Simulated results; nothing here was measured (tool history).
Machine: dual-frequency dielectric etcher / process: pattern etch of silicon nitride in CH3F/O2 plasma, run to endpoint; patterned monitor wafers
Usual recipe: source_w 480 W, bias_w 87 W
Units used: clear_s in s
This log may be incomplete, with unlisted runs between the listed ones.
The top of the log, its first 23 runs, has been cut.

run     day  source_w  bias_w  incoming incoming film thickness, nm  clear_s
     45.346  -- bias power generator calibrated
 24  45.662       510      87                                  61.9     62.6
 25  48.204       480      87                                    62       64
 26   49.55       480      74                                  61.7     68.4
 27  51.271       410     107                                  62.1     63.7
 28  53.704       480      87                                  62.2     65.2
     55.833  -- wet clean of the chamber
 29  55.871       390     102                                  62.4     63.3
 30  57.496       480      67                                  61.5     67.9
 31  60.212       400      78                                  62.3     70.3
 32  61.696       540      97                                  62.2     57.4
 33  67.525       480      87                                  61.7     63.4
 34  70.171       480      87                                  62.2     64.1

5 options for the next run, each taken on its own from the tool as it stands now. Forecast them:
  A  70.192       430      87                                  62.2        ?
  B  70.192       480      97                                  62.2        ?
  C  70.192       560      98                                  62.2        ?
  D  70.192       550      96                                  62.2        ?
  E  70.192       510      75                                  62.2        ?

run  clear_s
  A     66.8
  B     61.2
  C     57.1
  D       58
  E     65.6
With the hidden condition removed and each run's random variation left untouched, the same runs would have given:
run  clear_s
  A     64.7
  B     59.2
  C     55.3
  D     56.1
  E     63.5
